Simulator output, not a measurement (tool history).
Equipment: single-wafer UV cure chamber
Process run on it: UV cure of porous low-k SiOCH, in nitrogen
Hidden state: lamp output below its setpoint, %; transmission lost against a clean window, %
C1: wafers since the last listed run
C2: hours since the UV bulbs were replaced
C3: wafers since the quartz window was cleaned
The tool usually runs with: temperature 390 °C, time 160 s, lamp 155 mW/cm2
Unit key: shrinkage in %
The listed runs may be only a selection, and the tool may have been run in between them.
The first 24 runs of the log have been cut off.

run 25 day=14.529 | temperature=390 time=185 lamp=135 | C1=37 C2=119.0 C3=79 | shrinkage=11.776
run 26 day=15.212 | temperature=390 time=160 lamp=155 | C1=71 C2=135.4 C3=151 | shrinkage=11.764
run 27 day=15.529 | temperature=405 time=160 lamp=123 | C1=33 C2=143.0 C3=184 | shrinkage=10.800
run 28 day=17.129 | temperature=390 time=160 lamp=155 | C1=166 C2=181.4 C3=351 | shrinkage=11.535
run 29 day=17.421 | temperature=398 time=230 lamp=192 | C1=30 C2=188.4 C3=381 | shrinkage=14.539
run 30 day=17.983 | temperature=390 time=160 lamp=182 | C1=58 C2=201.9 C3=440 | shrinkage=12.369
run 31 day=18.329 | temperature=390 time=160 lamp=155 | C1=36 C2=210.2 C3=476 | shrinkage=11.666
run 32 day=18.808 | temperature=384 time=65 lamp=155 | C1=49 C2=221.7 C3=526 | shrinkage=7.778
run 33 day=19.192 | temperature=375 time=200 lamp=192 | C1=39 C2=230.9 C3=566 | shrinkage=13.437
run 34 day=19.812 | temperature=382 time=85 lamp=133 | C1=64 C2=245.8 C3=631 | shrinkage=8.160
run 35 day=20.400 | temperature=390 time=160 lamp=171 | C1=61 C2=259.9 C3=692 | shrinkage=12.067
run 36 day=20.879 | temperature=407 time=245 lamp=178 | C1=49 C2=271.4 C3=742 | shrinkage=14.625
run 37 day=21.538 | temperature=390 time=220 lamp=189 | C1=68 C2=287.2 C3=811 | shrinkage=14.085
run 38 day=21.892 | temperature=380 time=205 lamp=134 | C1=36 C2=295.7 C3=848 | shrinkage=11.896
run 39 day=22.521 | temperature=405 time=80 lamp=187 | C1=65 C2=310.8 C3=913 | shrinkage=9.733
run 40 day=22.925 | temperature=407 time=245 lamp=178 | C1=42 C2=320.5 C3=955 | shrinkage=14.678
run 41 day=23.550 | temperature=380 time=205 lamp=134 | C1=65 C2=335.5 C3=1021 | shrinkage=12.104
run 42 day=23.821 | temperature=390 time=195 lamp=129 | C1=28 C2=342.0 C3=1049 | shrinkage=11.741
run 43 day=24.483 | temperature=380 time=205 lamp=134 | C1=69 C2=357.9 C3=1118 | shrinkage=11.850

What if the next run were any one of these 4? Each begins from the tool's condition after run 43:
run A day=24.504 | temperature=390 time=90 lamp=155 | C1=2 C2=358.4 C3=1120 | shrinkage=?
run B day=24.504 | temperature=377 time=210 lamp=138 | C1=2 C2=358.4 C3=1120 | shrinkage=?
run C day=24.504 | temperature=372 time=235 lamp=191 | C1=2 C2=358.4 C3=1120 | shrinkage=?
run D day=24.504 | temperature=390 time=85 lamp=138 | C1=2 C2=358.4 C3=1120 | shrinkage=?

run=A shrinkage=9.263
run=B shrinkage=12.255
run=C shrinkage=14.202
run=D shrinkage=8.540
With no hidden state in the tool, these same runs would have given:
run=A shrinkage=9.388
run=B shrinkage=12.391
run=C shrinkage=14.342
run=D shrinkage=8.662

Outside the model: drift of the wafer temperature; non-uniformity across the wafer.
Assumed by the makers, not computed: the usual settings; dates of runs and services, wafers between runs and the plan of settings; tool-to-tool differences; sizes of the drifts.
